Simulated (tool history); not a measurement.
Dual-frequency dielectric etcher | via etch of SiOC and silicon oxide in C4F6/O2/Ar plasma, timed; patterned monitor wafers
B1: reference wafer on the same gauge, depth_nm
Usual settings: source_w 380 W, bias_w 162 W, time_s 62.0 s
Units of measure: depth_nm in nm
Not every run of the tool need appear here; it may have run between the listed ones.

run 1 hour=0.0 | source_w=380 bias_w=162 time_s=62.0 | B1=55.4 | depth_nm=69.5
run 2 hour=30.1 | source_w=380 bias_w=162 time_s=62.0 | B1=55.4 | depth_nm=69.9
run 3 hour=45.0 | source_w=380 bias_w=162 time_s=62.0 | B1=55.4 | depth_nm=70.0
run 4 hour=70.0 | source_w=380 bias_w=162 time_s=62.0 | B1=55.4 | depth_nm=70.2
run 5 hour=83.6 | source_w=380 bias_w=162 time_s=62.0 | B1=55.4 | depth_nm=70.0
-- hour=100.0 bias power generator calibrated
run 6 hour=101.1 | source_w=380 bias_w=162 time_s=62.0 | B1=55.4 | depth_nm=68.9
-- hour=111.6 gauge calibrated
run 7 hour=130.2 | source_w=380 bias_w=162 time_s=62.0 | B1=55.4 | depth_nm=68.8
run 8 hour=150.8 | source_w=380 bias_w=162 time_s=62.0 | B1=55.4 | depth_nm=69.1
run 9 hour=186.2 | source_w=380 bias_w=162 time_s=62.0 | B1=55.4 | depth_nm=68.8
-- hour=236.3 wet clean of the chamber
run 10 hour=236.8 | source_w=380 bias_w=162 time_s=62.0 | B1=55.4 | depth_nm=67.9
run 11 hour=251.5 | source_w=380 bias_w=162 time_s=62.0 | B1=55.4 | depth_nm=67.8
run 12 hour=274.3 | source_w=420 bias_w=123 time_s=74.5 | B1=55.4 | depth_nm=77.6
run 13 hour=290.7 | source_w=380 bias_w=199 time_s=71.5 | B1=55.4 | depth_nm=84.3
run 14 hour=320.6 | source_w=350 bias_w=162 time_s=73.5 | B1=55.4 | depth_nm=78.1
run 15 hour=351.1 | source_w=380 bias_w=162 time_s=62.0 | B1=55.4 | depth_nm=68.5
run 16 hour=382.6 | source_w=380 bias_w=180 time_s=76.0 | B1=55.4 | depth_nm=86.6
run 17 hour=397.0 | source_w=380 bias_w=162 time_s=48.0 | B1=55.4 | depth_nm=53.0
run 18 hour=427.5 | source_w=380 bias_w=162 time_s=57.0 | B1=55.4 | depth_nm=63.0
run 19 hour=456.8 | source_w=380 bias_w=162 time_s=62.0 | B1=55.4 | depth_nm=68.7
run 20 hour=482.7 | source_w=310 bias_w=199 time_s=55.5 | B1=55.4 | depth_nm=60.9
-- hour=534.8 upper electrode replaced
run 21 hour=535.3 | source_w=380 bias_w=162 time_s=62.0 | B1=55.4 | depth_nm=69.2

Forecast run 22:
run 22 hour=547.4 | source_w=380 bias_w=162 time_s=62.0 | B1=? | depth_nm=?

B1: 55.4
depth_nm: 69.1 nm
With no hidden state in the tool, this same run would have given depth_nm 67.6 nm.
